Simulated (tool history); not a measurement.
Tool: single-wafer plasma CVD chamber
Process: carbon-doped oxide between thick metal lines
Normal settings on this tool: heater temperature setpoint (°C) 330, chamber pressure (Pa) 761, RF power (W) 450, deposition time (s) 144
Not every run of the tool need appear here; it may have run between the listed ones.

run    hour  heater temperature setpoint (°C)  chamber pressure (Pa)  RF power (W)  deposition time (s)  wafers since the last listed run  hours since the last thermocouple change  hours since the last RF generator calibration  hours since the last manometer calibration  hours since the showerhead was replaced  hours since the gauge calibration  read-back reference wafer on the same gauge, thickness_nm  mean film thickness on the monitor wafer (angstrom)
  1       0                               340                    761           450                  144                                 0                                    2540.2                                          222.9                                       141.4                                   7587.2                             1846.4                                                    700.723                                              6481.98
  2    53.5                               340                    761           450                  144                               374                                    2593.7                                          276.4                                       194.9                                   7640.7                             1899.9                                                    701.148                                              6486.98
  3   134.4                               330                    761           450                  138                               566                                    2674.6                                          357.3                                       275.8                                   7721.6                             1980.8                                                    701.103                                              6379.71
      168.7  -- showerhead replaced, of another model than before
  4   195.4                               330                    761           450                  138                               371                                    2735.6                                          418.3                                       336.8                                     26.7                             2041.8                                                    701.393                                              6381.55
  5   240.2                               330                    912           520                  144                               313                                    2780.4                                          463.1                                       381.6                                     71.5                             2086.6                                                    701.001                                              7459.03
      273.6  -- thermocouple changed; heater temperature recalibrated
  6   317.5                               330                    761           450                  161                               485                                      43.9                                          540.4                                       458.9                                    148.8                             2163.9                                                    701.442                                              7306.55
  7   388.3                               330                    761           450                  161                               496                                     114.7                                          611.2                                       529.7                                    219.6                             2234.7                                                    700.738                                              7289.73
  8   458.8                               330                    761           450                  144                               494                                     185.2                                          681.7                                       600.2                                    290.1                             2305.2                                                    700.813                                              6527.26
  9   558.9                               330                    761           450                  144                               701                                     285.3                                          781.8                                       700.3                                    390.2                             2405.3                                                    700.642                                              6582.13
 10     638                               330                    811           450                  152                               554                                     364.4                                          860.9                                       779.4                                    469.3                             2484.4                                                    700.907                                              6972.69
 11   716.1                               330                    811           450                  152                               547                                     442.5                                            939                                       857.5                                    547.4                             2562.5                                                    701.097                                              6980.74
      719.8  -- gauge calibrated
 12   760.3                               330                    855           530                  144                               309                                     486.7                                          983.2                                       901.7                                    591.6                               40.5                                                     701.44                                              7387.58
 13   829.4                               330                    649           370                  144                               484                                     555.8                                         1052.3                                       970.8                                    660.7                              109.6                                                    700.986                                              5497.37
 14   870.1                               318                    761           475                  152                               285                                     596.5                                           1093                                      1011.5                                    701.4                              150.3                                                    700.732                                              7439.28
 15   965.7                               344                    593           525                  121                               670                                     692.1                                         1188.6                                      1107.1                                      797                              245.9                                                    700.837                                              5532.84
 16  1028.1                               319                    761           450                  144                               437                                     754.5                                           1251                                      1169.5                                    859.4                              308.3                                                    700.661                                              6801.83
 17    1095                               318                    761           450                  144                               468                                     821.4                                         1317.9                                      1236.4                                    926.3                              375.2                                                    701.062                                              6815.68
       1116  -- capacitance manometer re-zeroed and calibrated
 18  1142.3                               330                    761           450                  144                               275                                     868.7                                         1365.2                                        26.3                                    973.6                              422.5                                                    700.711                                              6597.25
     1184.1  -- RF generator calibrated
 19    1284                               330                    761           450                  144                               937                                    1010.4                                           99.9                                         168                                   1115.3                              564.2                                                    701.796                                              6586.62
 20  1584.1                               338                    903           515                  131                              2103                                    1310.5                                            400                                       468.1                                   1415.4                              864.3                                                    701.008                                              6531.16
 21  1660.7                               330                    761           450                  144                               536                                    1387.1                                          476.6                                       544.7                                     1492                              940.9                                                    700.714                                              6581.25
 22  1765.6                               321                    761           415                  144                               735                                      1492                                          581.5                                       649.6                                   1596.9                             1045.8                                                    700.738                                              6421.75
 23    1816                               330                    605           450                  144                               353                                    1542.4                                          631.9                                         700                                   1647.3                             1096.2                                                    701.153                                              6272.69
 24  1889.8                               330                    761           450                  144                               517                                    1616.2                                          705.7                                       773.8                                   1721.1                               1170                                                    700.977                                              6621.34
 25  1995.8                               330                    844           450                  165                               742                                    1722.2                                          811.7                                       879.8                                   1827.1                               1276                                                    700.835                                               7690.3
 26  2062.9                               318                    845           410                  144                               470                                    1789.3                                          878.8                                       946.9                                   1894.2                             1343.1                                                    701.082                                              6554.17
 27  2107.1                               336                    929           400                  144                               309                                    1833.5                                            923                                       991.1                                   1938.4                             1387.3                                                    700.915                                              6148.49

5 options for the next run, each taken on its own from the tool as it stands now. Forecast them:
  A  2107.5                               339                    761           450                  144                                 2                                    1833.9                                          923.4                                       991.5                                   1938.8                             1387.7                                                          ?                                                    ?
  B  2107.5                               318                    863           415                  119                                 2                                    1833.9                                          923.4                                       991.5                                   1938.8                             1387.7                                                          ?                                                    ?
  C  2107.5                               325                    617           450                  158                                 2                                    1833.9                                          923.4                                       991.5                                   1938.8                             1387.7                                                          ?                                                    ?
  D  2107.5                               323                    711           450                  144                                 2                                    1833.9                                          923.4                                       991.5                                   1938.8                             1387.7                                                          ?                                                    ?
  E  2107.5                               330                    585           450                  144                                 2                                    1833.9                                          923.4                                       991.5                                   1938.8                             1387.7                                                          ?                                                    ?

run  read-back reference wafer on the same gauge, thickness_nm  mean film thickness on the monitor wafer (angstrom)
  A                                                    701.019                                              6447.54
  B                                                    701.019                                              5454.01
  C                                                    701.019                                              7014.15
  D                                                    701.019                                              6650.97
  E                                                    701.019                                              6222.27
Stripped of hidden state, with their random variation kept, the same runs would have yielded:
run  mean film thickness on the monitor wafer (angstrom)
  A                                              6384.89
  B                                              5387.65
  C                                              6937.95
  D                                              6578.29
  E                                              6155.66
